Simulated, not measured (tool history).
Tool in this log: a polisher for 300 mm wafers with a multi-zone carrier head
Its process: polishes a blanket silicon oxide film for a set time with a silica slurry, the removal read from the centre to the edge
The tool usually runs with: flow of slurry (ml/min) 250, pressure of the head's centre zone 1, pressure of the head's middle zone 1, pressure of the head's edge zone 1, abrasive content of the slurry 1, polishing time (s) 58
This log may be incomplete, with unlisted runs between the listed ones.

run	hour	flow of slurry (ml/min)	pressure of the head's centre zone	pressure of the head's middle zone	pressure of the head's edge zone	abrasive content of the slurry	polishing time (s)	wafers since the last listed run	wafers polished on this pad	hours since the slurry nozzle was cleaned	hours since the centre zone pressure was calibrated	hours since the edge zone pressure was calibrated	hours since the carrier head's membrane was replaced	incoming thickness of the incoming film, nm	film removed at the wafer's centre (nm)	film removed at mid-radius (nm)	film removed at the wafer's edge (nm)
1	0	250	1	1	1	1	58	0	114	442.1	200.4	628	1267.6	1583.5	141.4	150	150
2	67.4	250	1	1	1	1	58	384	499	509.5	267.8	695.4	1335	1588.4	137.6	146.9	149
3	104.5	250	1	1	1	1	58	211	711	546.6	304.9	732.5	1372.1	1587.3	135.5	146.3	146.9
# hour 160.4: slurry nozzle cleaned
4	162	250	1	1	1	1	58	322	1034	1.6	362.4	790	1429.6	1606.2	149.6	157.1	157.9
5	200.8	250	1	1	1	1	58	221	1255	40.4	401.2	828.8	1468.4	1629.7	146	157.4	155
6	235.2	250	1	1	1	1	58	196	1452	74.8	435.6	863.2	1502.8	1591.7	144.6	156.4	156.7
# hour 258: carrier head's membrane replaced by a new one
# hour 271.6: worn pad replaced by a new one
# hour 274.9: edge zone pressure recalibrated
7	282.4	190	1	1	1.12	1	52	206	50	122	482.8	7.5	24.4	1589.5	120.2	129.7	140.3
8	316.4	290	1	1	1	1.15	58	194	244	156	516.8	41.5	58.4	1600.6	145.8	163.4	160
9	365	250	1	0.94	1	0.9	58	277	521	204.6	565.4	90.1	107	1632	132.3	141.5	153.2
# hour 391.1: centre zone pressure recalibrated
10	400.6	215	1	1	1.08	1	58	191	713	240.2	9.5	125.7	142.6	1636.3	145.6	147.6	155.7
11	435.9	250	1	1	1	1	58	201	915	275.5	44.8	161	177.9	1609.2	149.6	150.1	156.4
12	502.3	290	1.07	0.94	1	1	58	379	1294	341.9	111.2	227.4	244.3	1621.9	161.6	147.7	152.6
13	531.4	200	1	0.97	1	1.3	58	166	1460	371	140.3	256.5	273.4	1602	148.8	146.6	155.4
# hour 552.9: worn pad replaced by a new one
14	589.1	250	0.91	1	1.11	1	58	306	206	428.7	198	314.2	331.1	1619.1	130.3	148.9	157.7
15	657.2	250	1	1	1	1	58	388	595	496.8	266.1	382.3	399.2	1609.3	143.2	148	146.7
16	706.3	295	1	1	0.96	1	58	280	876	545.9	315.2	431.4	448.3	1623.4	145.6	153.1	153
17	777.3	250	1	1	1	1	58	405	1281	616.9	386.2	502.4	519.3	1607.6	140.2	146.1	149.9
18	811.8	250	1	1	1	1	58	197	1478	651.4	420.7	536.9	553.8	1581	138.3	147	145.2
# hour 827.6: worn pad replaced by a new one
19	856.4	250	1	1	1	1	58	231	164	696	465.3	581.5	598.4	1588.3	135.7	147.3	145.9
# hour 861.4: centre zone pressure recalibrated
20	894.7	250	1	0.88	1	0.85	41	207	371	734.3	33.3	619.8	636.7	1608.9	97.9	91.8	100.7
21	929.6	190	1	1	1	1	58	199	570	769.2	68.2	654.7	671.6	1613.6	131.5	135.9	143.6

Run 22 has not been measured yet. What should we expect?
# hour 932.3: slurry nozzle cleaned
22	954.1	250	1	1	1	1	58	134	705	21.8	92.7	679.2	696.1	1608.6	?	?	?

{"run 22": {"film removed at the wafer's centre (nm)": 154.4, "film removed at mid-radius (nm)": 159.7, "film removed at the wafer's edge (nm)": 153.8}}
Without the tool's hidden state the same run would have given film removed at the wafer's centre (nm) 156.1, film removed at mid-radius (nm) 161.4, film removed at the wafer's edge (nm) 155.

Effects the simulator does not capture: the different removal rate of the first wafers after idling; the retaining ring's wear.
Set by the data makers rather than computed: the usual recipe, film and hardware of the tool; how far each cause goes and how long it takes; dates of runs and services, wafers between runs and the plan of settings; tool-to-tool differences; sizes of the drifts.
